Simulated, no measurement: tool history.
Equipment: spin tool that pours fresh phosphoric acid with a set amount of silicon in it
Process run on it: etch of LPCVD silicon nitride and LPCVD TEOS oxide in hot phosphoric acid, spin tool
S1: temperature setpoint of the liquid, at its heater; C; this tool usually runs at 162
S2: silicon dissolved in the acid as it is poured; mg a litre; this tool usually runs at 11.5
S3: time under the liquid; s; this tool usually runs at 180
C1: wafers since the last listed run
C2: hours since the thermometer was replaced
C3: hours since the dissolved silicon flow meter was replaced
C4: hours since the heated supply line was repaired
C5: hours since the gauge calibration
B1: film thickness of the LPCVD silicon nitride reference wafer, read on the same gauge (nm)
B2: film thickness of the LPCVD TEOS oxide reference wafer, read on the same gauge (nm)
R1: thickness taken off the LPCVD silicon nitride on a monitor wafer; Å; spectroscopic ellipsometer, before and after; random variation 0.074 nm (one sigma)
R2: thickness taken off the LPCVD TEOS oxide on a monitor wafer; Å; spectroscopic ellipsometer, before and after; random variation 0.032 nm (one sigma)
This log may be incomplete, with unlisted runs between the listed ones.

Run 1, hour 0: usual settings; C1 0; C2 1610.3; C3 350.6; C4 66.7; C5 2749.9; B1 150; B2 70.024. Result: R1 144.6 Å, R2 4.69 Å.
Run 2, hour 46.2: usual settings but S1 164.5 C, S2 8 mg a litre, S3 70 s; C1 384; C2 1656.5; C3 396.8; C4 112.9; C5 2796.1; B1 150.04; B2 69.97. Result: R1 61.1 Å, R2 2.51 Å.
Run 3, hour 124.9: usual settings but S1 163.5 C, S2 3.5 mg a litre, S3 115 s; C1 654; C2 1735.2; C3 475.5; C4 191.6; C5 2874.8; B1 149.99; B2 69.982. Result: R1 96 Å, R2 3.78 Å.
Run 4, hour 208.1: usual settings but S1 164 C, S2 6.5 mg a litre, S3 240 s; C1 692; C2 1818.4; C3 558.7; C4 274.8; C5 2958; B1 149.99; B2 70.002. Result: R1 202.1 Å, R2 7.89 Å.
Run 5, hour 302.9: usual settings; C1 788; C2 1913.2; C3 653.5; C4 369.6; C5 3052.8; B1 149.99; B2 70.002. Result: R1 142.1 Å, R2 4.91 Å.
Run 6, hour 344.2: usual settings but S1 159.5 C; C1 343; C2 1954.5; C3 694.8; C4 410.9; C5 3094.1; B1 150; B2 69.993. Result: R1 128.7 Å, R2 3.79 Å.
Run 7, hour 431.5: usual settings; C1 726; C2 2041.8; C3 782.1; C4 498.2; C5 3181.4; B1 149.97; B2 70.017. Result: R1 141.4 Å, R2 4.9 Å.
Run 8, hour 473.4: usual settings but S1 161 C, S2 18.5 mg a litre, S3 255 s; C1 348; C2 2083.7; C3 824; C4 540.1; C5 3223.3; B1 150.02; B2 69.998. Result: R1 191.4 Å, R2 5.27 Å.
At hour 539.7: heated supply line repaired, repeated, since the last time left the tool worse.
Run 9, hour 543.9: usual settings but S2 17.5 mg a litre; C1 578; C2 2154.2; C3 894.5; C4 4.2; C5 3293.8; B1 149.99; B2 69.969. Result: R1 156.9 Å, R2 4.86 Å.
At hour 566.5: dissolved silicon flow meter replaced.
At hour 610.2: thermometer replaced.
Run 10, hour 620.5: usual settings; C1 620; C2 10.3; C3 54; C4 80.8; C5 3370.4; B1 149.97; B2 70.016. Result: R1 156.1 Å, R2 6.17 Å.
Run 11, hour 668.2: usual settings; C1 396; C2 58; C3 101.7; C4 128.5; C5 3418.1; B1 150.03; B2 69.997. Result: R1 156.2 Å, R2 5.33 Å.
Run 12, hour 725.9: usual settings; C1 480; C2 115.7; C3 159.4; C4 186.2; C5 3475.8; B1 149.99; B2 70.006. Result: R1 155.8 Å, R2 5.19 Å.
At hour 754.2: gauge calibrated.
Run 13, hour 820.6: usual settings but S1 163 C, S2 7.5 mg a litre, S3 285 s; C1 788; C2 210.4; C3 254.1; C4 280.9; C5 66.4; B1 150.01; B2 70.007. Result: R1 254.3 Å, R2 10.84 Å.
Run 14, hour 928: usual settings but S3 140 s; C1 893; C2 317.8; C3 361.5; C4 388.3; C5 173.8; B1 149.98; B2 69.976. Result: R1 119.6 Å, R2 4.71 Å.
Run 15, hour 965.2: usual settings but S1 164 C, S2 4 mg a litre, S3 260 s; C1 309; C2 355; C3 398.7; C4 425.5; C5 211; B1 150; B2 69.981. Result: R1 237 Å, R2 11.3 Å.
Run 16, hour 1030.8: usual settings but S3 135 s; C1 545; C2 420.6; C3 464.3; C4 491.1; C5 276.6; B1 149.98; B2 70.025. Result: R1 114.9 Å, R2 4.04 Å.
Run 17, hour 1122.5: usual settings but S1 159.5 C, S2 6 mg a litre, S3 255 s; C1 763; C2 512.3; C3 556; C4 582.8; C5 368.3; B1 150.01; B2 70.005. Result: R1 197.8 Å, R2 6.76 Å.
Run 18, hour 1202.2: usual settings but S1 165 C, S2 15.5 mg a litre, S3 110 s; C1 663; C2 592; C3 635.7; C4 662.5; C5 448; B1 150.05; B2 69.975. Result: R1 102 Å, R2 3.89 Å.
Run 19, hour 1274.6: usual settings but S1 159 C, S2 19 mg a litre, S3 70 s; C1 602; C2 664.4; C3 708.1; C4 734.9; C5 520.4; B1 149.98; B2 70.012. Result: R1 53.5 Å, R2 1.35 Å.
Run 20, hour 1366.6: usual settings but S1 163.5 C, S2 3.5 mg a litre, S3 115 s; C1 765; C2 756.4; C3 800.1; C4 826.9; C5 612.4; B1 149.99; B2 69.994. Result: R1 101.1 Å, R2 4.75 Å.
Run 21, hour 1451.8: usual settings; C1 708; C2 841.6; C3 885.3; C4 912.1; C5 697.6; B1 149.96; B2 69.983. Result: R1 150.3 Å, R2 5.01 Å.
Run 22, hour 1507.6: usual settings but S1 163.5 C, S2 17.5 mg a litre; C1 464; C2 897.4; C3 941.1; C4 967.9; C5 753.4; B1 150.03; B2 70.022. Result: R1 157.2 Å, R2 5.06 Å.

Alternative continuations, all from the tool just after run 22; predict every row:
Run A, hour 1508.1: usual settings; C1 4; C2 897.9; C3 941.6; C4 968.4; C5 753.9; B1 ?; B2 ?. Result: R1 ?, R2 ?.
Run B, hour 1508.1: usual settings but S1 160.5 C, S2 15 mg a litre, S3 95 s; C1 4; C2 897.9; C3 941.6; C4 968.4; C5 753.9; B1 ?; B2 ?. Result: R1 ?, R2 ?.
Run C, hour 1508.1: usual settings but S1 165 C, S2 17.5 mg a litre, S3 145 s; C1 4; C2 897.9; C3 941.6; C4 968.4; C5 753.9; B1 ?; B2 ?. Result: R1 ?, R2 ?.
Run D, hour 1508.1: usual settings but S1 165 C, S3 235 s; C1 4; C2 897.9; C3 941.6; C4 968.4; C5 753.9; B1 ?; B2 ?. Result: R1 ?, R2 ?.

run      B1      B2     R1    R2
  A  150.01  70.009  148.4  5.35
  B  150.01  70.009   74.4  2.32
  C  150.01  70.009  132.1  4.63
  D  150.01  70.009  214.1  8.71
Without the tool's unlogged condition, the same runs would have read:
run     R1     R2
  A  159.8    6.3
  B   80.2   2.74
  C  142.2   5.45
  D  230.4  10.24
